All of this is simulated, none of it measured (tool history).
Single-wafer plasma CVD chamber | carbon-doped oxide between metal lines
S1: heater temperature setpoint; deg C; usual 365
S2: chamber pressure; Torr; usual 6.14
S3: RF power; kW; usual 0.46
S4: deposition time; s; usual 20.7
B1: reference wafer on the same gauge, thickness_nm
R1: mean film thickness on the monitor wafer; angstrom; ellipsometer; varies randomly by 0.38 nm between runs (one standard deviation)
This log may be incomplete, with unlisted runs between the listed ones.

run 1 day=0 | S1=365 S2=6.14 S3=0.46 S4=20.7 | B1=79.054 | R1=964.8
run 2 day=9.379 | S1=365 S2=6.14 S3=0.46 S4=20.7 | B1=78.748 | R1=964.63
-- day=13.008 thermocouple changed; heater temperature recalibrated
run 3 day=13.158 | S1=365 S2=6.14 S3=0.46 S4=20.7 | B1=78.642 | R1=968.42
run 4 day=15.725 | S1=365 S2=6.14 S3=0.46 S4=20.7 | B1=78.488 | R1=973.64
-- day=20.133 showerhead replaced
run 5 day=20.154 | S1=365 S2=6.7 S3=0.46 S4=17.7 | B1=78.372 | R1=832.76
run 6 day=22.983 | S1=365 S2=6.14 S3=0.485 S4=17 | B1=78.281 | R1=815.07
run 7 day=24.588 | S1=365 S2=4.61 S3=0.395 S4=21.9 | B1=78.23 | R1=922.14
run 8 day=27.6 | S1=365 S2=5.1 S3=0.46 S4=22.9 | B1=78.182 | R1=1051.48
-- day=29.633 capacitance manometer re-zeroed and calibrated
run 9 day=30.138 | S1=365 S2=6.14 S3=0.49 S4=22.9 | B1=77.981 | R1=1086.1
-- day=31.946 gauge calibrated
run 10 day=39.742 | S1=365 S2=7 S3=0.46 S4=18.1 | B1=79.935 | R1=870.89
run 11 day=43.608 | S1=365 S2=6.14 S3=0.46 S4=22.4 | B1=80.003 | R1=1065.68
run 12 day=48.05 | S1=350 S2=6.54 S3=0.535 S4=23.7 | B1=79.934 | R1=1254.74
run 13 day=54.946 | S1=365 S2=6.14 S3=0.46 S4=20.7 | B1=79.958 | R1=983.43
run 14 day=58.95 | S1=360 S2=6.14 S3=0.375 S4=17.4 | B1=79.862 | R1=764.34
run 15 day=63.133 | S1=365 S2=6.56 S3=0.37 S4=20.7 | B1=79.956 | R1=889.26
-- day=65.138 RF generator calibrated
run 16 day=65.796 | S1=353 S2=5.54 S3=0.51 S4=18.3 | B1=79.832 | R1=931.09
run 17 day=70.129 | S1=354 S2=5.22 S3=0.46 S4=20.7 | B1=79.743 | R1=1000.14
run 18 day=73.067 | S1=365 S2=6.9 S3=0.51 S4=20.7 | B1=79.819 | R1=1040.15
run 19 day=76.142 | S1=357 S2=6.14 S3=0.52 S4=20.7 | B1=79.709 | R1=1055.61
-- day=77.067 thermocouple changed; heater temperature recalibrated
run 20 day=79.05 | S1=365 S2=6.14 S3=0.46 S4=20.7 | B1=79.684 | R1=982.36
run 21 day=81.579 | S1=379 S2=5.63 S3=0.425 S4=22.9 | B1=79.664 | R1=999.97
run 22 day=85.608 | S1=365 S2=6.82 S3=0.46 S4=19.5 | B1=79.477 | R1=923.77
run 23 day=88.254 | S1=359 S2=6.56 S3=0.425 S4=19 | B1=79.665 | R1=884.35
run 24 day=90.662 | S1=365 S2=6.14 S3=0.46 S4=20.7 | B1=79.491 | R1=981
run 25 day=94.621 | S1=365 S2=6.14 S3=0.46 S4=20.7 | B1=79.282 | R1=977.67
run 26 day=98.408 | S1=365 S2=6.14 S3=0.46 S4=20.7 | B1=79.348 | R1=974.1
run 27 day=101.046 | S1=365 S2=6.14 S3=0.46 S4=20.7 | B1=79.253 | R1=974.46
run 28 day=105.35 | S1=376 S2=6.14 S3=0.525 S4=20.7 | B1=79.168 | R1=997.21

Consider 4 possible next runs. They are alternatives, not a sequence: every one starts from the tool as it was left by run 28. What does each give?
run A day=105.367 | S1=365 S2=6.14 S3=0.46 S4=20.7 | B1=? | R1=?
run B day=105.367 | S1=365 S2=5.73 S3=0.46 S4=24.4 | B1=? | R1=?
run C day=105.367 | S1=356 S2=5.45 S3=0.46 S4=21.8 | B1=? | R1=?
run D day=105.367 | S1=351 S2=7.64 S3=0.46 S4=20.7 | B1=? | R1=?

run=A B1=79.195 R1=973.85
run=B B1=79.195 R1=1138.01
run=C B1=79.195 R1=1041.33
run=D B1=79.195 R1=1029.99
Take away the tool's hidden state, keep each run's random variation, and the runs would have read:
run=A R1=985.18
run=B R1=1151.25
run=C R1=1053.45
run=D R1=1041.97
